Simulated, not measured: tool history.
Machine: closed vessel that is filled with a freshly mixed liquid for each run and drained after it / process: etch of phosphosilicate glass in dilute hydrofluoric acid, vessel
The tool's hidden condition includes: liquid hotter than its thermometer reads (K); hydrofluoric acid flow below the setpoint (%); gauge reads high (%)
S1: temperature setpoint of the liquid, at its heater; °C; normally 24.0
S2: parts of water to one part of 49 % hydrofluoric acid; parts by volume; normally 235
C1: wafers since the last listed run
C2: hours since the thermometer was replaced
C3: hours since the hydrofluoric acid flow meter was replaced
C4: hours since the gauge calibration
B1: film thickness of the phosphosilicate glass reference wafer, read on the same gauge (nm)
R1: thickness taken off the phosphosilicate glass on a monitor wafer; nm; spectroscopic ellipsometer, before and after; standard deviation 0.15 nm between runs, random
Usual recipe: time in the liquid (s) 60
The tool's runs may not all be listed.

Run 1, hour 0.0: usual settings; C1 0; C2 1811.7; C3 1759.1; C4 3034.0; B1 123.82. Result: R1 22.93 nm.
Run 2, hour 76.2: usual settings but S2 145 parts by volume; C1 7246; C2 1887.9; C3 1835.3; C4 3110.2; B1 123.85. Result: R1 41.12 nm.
Run 3, hour 127.6: usual settings but S2 145 parts by volume; C1 4888; C2 1939.3; C3 1886.7; C4 3161.6; B1 123.85. Result: R1 40.88 nm.
Run 4, hour 215.8: usual settings but time in the liquid (s) 45; C1 8388; C2 2027.5; C3 1974.9; C4 3249.8; B1 123.87. Result: R1 17.12 nm.
Run 5, hour 265.2: usual settings; C1 4698; C2 2076.9; C3 2024.3; C4 3299.2; B1 123.88. Result: R1 22.73 nm.
At hour 329.2: hydrofluoric acid flow meter replaced.
Run 6, hour 341.2: usual settings; C1 7132; C2 2152.9; C3 12.0; C4 3375.2; B1 123.91. Result: R1 22.75 nm.
Run 7, hour 400.1: usual settings; C1 5601; C2 2211.8; C3 70.9; C4 3434.1; B1 123.90. Result: R1 22.95 nm.
Run 8, hour 451.9: usual settings; C1 4926; C2 2263.6; C3 122.7; C4 3485.9; B1 123.92. Result: R1 22.80 nm.
Run 9, hour 522.6: usual settings; C1 6723; C2 2334.3; C3 193.4; C4 3556.6; B1 123.93. Result: R1 22.95 nm.
Run 10, hour 613.5: usual settings; C1 8645; C2 2425.2; C3 284.3; C4 3647.5; B1 123.95. Result: R1 22.88 nm.
At hour 681.6: thermometer replaced.
Run 11, hour 682.1: usual settings; C1 6429; C2 0.5; C3 352.9; C4 3716.1; B1 123.98. Result: R1 22.79 nm.
Run 12, hour 762.8: usual settings but S1 29.0 °C, S2 350 parts by volume; C1 7674; C2 81.2; C3 433.6; C4 3796.8; B1 123.96. Result: R1 16.26 nm.
At hour 818.1: gauge calibrated.
Run 13, hour 827.0: usual settings; C1 6105; C2 145.4; C3 497.8; C4 8.9; B1 119.76. Result: R1 22.44 nm.
Run 14, hour 923.8: usual settings but S1 21.5 °C, S2 120 parts by volume, time in the liquid (s) 40; C1 9206; C2 242.2; C3 594.6; C4 105.7; B1 120.11. Result: R1 29.66 nm.
Run 15, hour 964.4: usual settings but time in the liquid (s) 80; C1 3861; C2 282.8; C3 635.2; C4 146.3; B1 120.24. Result: R1 29.35 nm.
Run 16, hour 1001.2: usual settings but time in the liquid (s) 30; C1 3499; C2 319.6; C3 672.0; C4 183.1; B1 120.37. Result: R1 11.26 nm.
Run 17, hour 1098.7: usual settings but S1 20.0 °C, S2 345 parts by volume, time in the liquid (s) 35; C1 9272; C2 417.1; C3 769.5; C4 280.6; B1 120.68. Result: R1 6.93 nm.
Run 18, hour 1190.7: usual settings but S1 20.0 °C; C1 8749; C2 509.1; C3 861.5; C4 372.6; B1 120.94. Result: R1 19.52 nm.
Run 19, hour 1250.6: usual settings but S1 20.0 °C, S2 185 parts by volume; C1 5696; C2 569.0; C3 921.4; C4 432.5; B1 121.10. Result: R1 26.00 nm.
Run 20, hour 1333.0: usual settings but time in the liquid (s) 75; C1 7836; C2 651.4; C3 1003.8; C4 514.9; B1 121.31. Result: R1 28.12 nm.
Run 21, hour 1405.8: usual settings but S2 280 parts by volume, time in the liquid (s) 30; C1 6923; C2 724.2; C3 1076.6; C4 587.7; B1 121.48. Result: R1 9.05 nm.
Run 22, hour 1500.9: usual settings but S2 155 parts by volume, time in the liquid (s) 75; C1 9044; C2 819.3; C3 1171.7; C4 682.8; B1 121.69. Result: R1 46.40 nm.
Run 23, hour 1537.0: usual settings but S2 280 parts by volume, time in the liquid (s) 85; C1 3433; C2 855.4; C3 1207.8; C4 718.9; B1 121.76. Result: R1 25.86 nm.
Run 24, hour 1617.7: usual settings but S2 185 parts by volume; C1 7674; C2 936.1; C3 1288.5; C4 799.6; B1 121.94. Result: R1 29.99 nm.
Run 25, hour 1710.3: usual settings but S1 21.5 °C; C1 8806; C2 1028.7; C3 1381.1; C4 892.2; B1 122.10. Result: R1 20.59 nm.
Run 26, hour 1762.7: usual settings; C1 4983; C2 1081.1; C3 1433.5; C4 944.6; B1 122.21. Result: R1 23.01 nm.
Run 27, hour 1861.8: usual settings; C1 9424; C2 1180.2; C3 1532.6; C4 1043.7; B1 122.35. Result: R1 22.50 nm.
Run 28, hour 1923.5: usual settings; C1 5867; C2 1241.9; C3 1594.3; C4 1105.4; B1 122.45. Result: R1 22.65 nm.
Run 29, hour 2005.5: usual settings but S1 21.0 °C; C1 7798; C2 1323.9; C3 1676.3; C4 1187.4; B1 122.58. Result: R1 20.26 nm.
Run 30, hour 2057.8: usual settings but S2 125 parts by volume; C1 4973; C2 1376.2; C3 1728.6; C4 1239.7; B1 122.64. Result: R1 48.24 nm.
Run 31, hour 2162.9: usual settings; C1 9995; C2 1481.3; C3 1833.7; C4 1344.8; B1 122.77. Result: R1 22.54 nm.
At hour 2197.5: hydrofluoric acid flow meter replaced.
Run 32, hour 2242.8: usual settings but S1 21.5 °C, S2 330 parts by volume, time in the liquid (s) 35; C1 7503; C2 1561.2; C3 45.3; C4 1424.7; B1 122.89. Result: R1 7.88 nm.
Run 33, hour 2329.3: usual settings but S1 26.0 °C; C1 8226; C2 1647.7; C3 131.8; C4 1511.2; B1 122.97. Result: R1 24.53 nm.

Hidden condition of the tool, last listed run before each entry between runs versus first listed run after:
After run 5, before run 6: hydrofluoric acid flow meter replaced (hour 329.2)
  gauge reads high (%): 3.24 -> 3.25
  measured minus no-state result, R1: +0.71 -> +0.72 nm
After run 10, before run 11: thermometer replaced (hour 681.6)
  gauge reads high (%): 3.29 -> 3.3
  measured minus no-state result, R1: +0.73 -> +0.73 nm
After run 12, before run 13: gauge calibrated (hour 818.1)
  gauge reads high (%): 3.31 -> -0.218
  measured minus no-state result, R1: +0.52 -> -0.05 nm
After run 31, before run 32: hydrofluoric acid flow meter replaced (hour 2197.5)
  gauge reads high (%): 2.31 -> 2.38
  measured minus no-state result, R1: +0.50 -> +0.19 nm
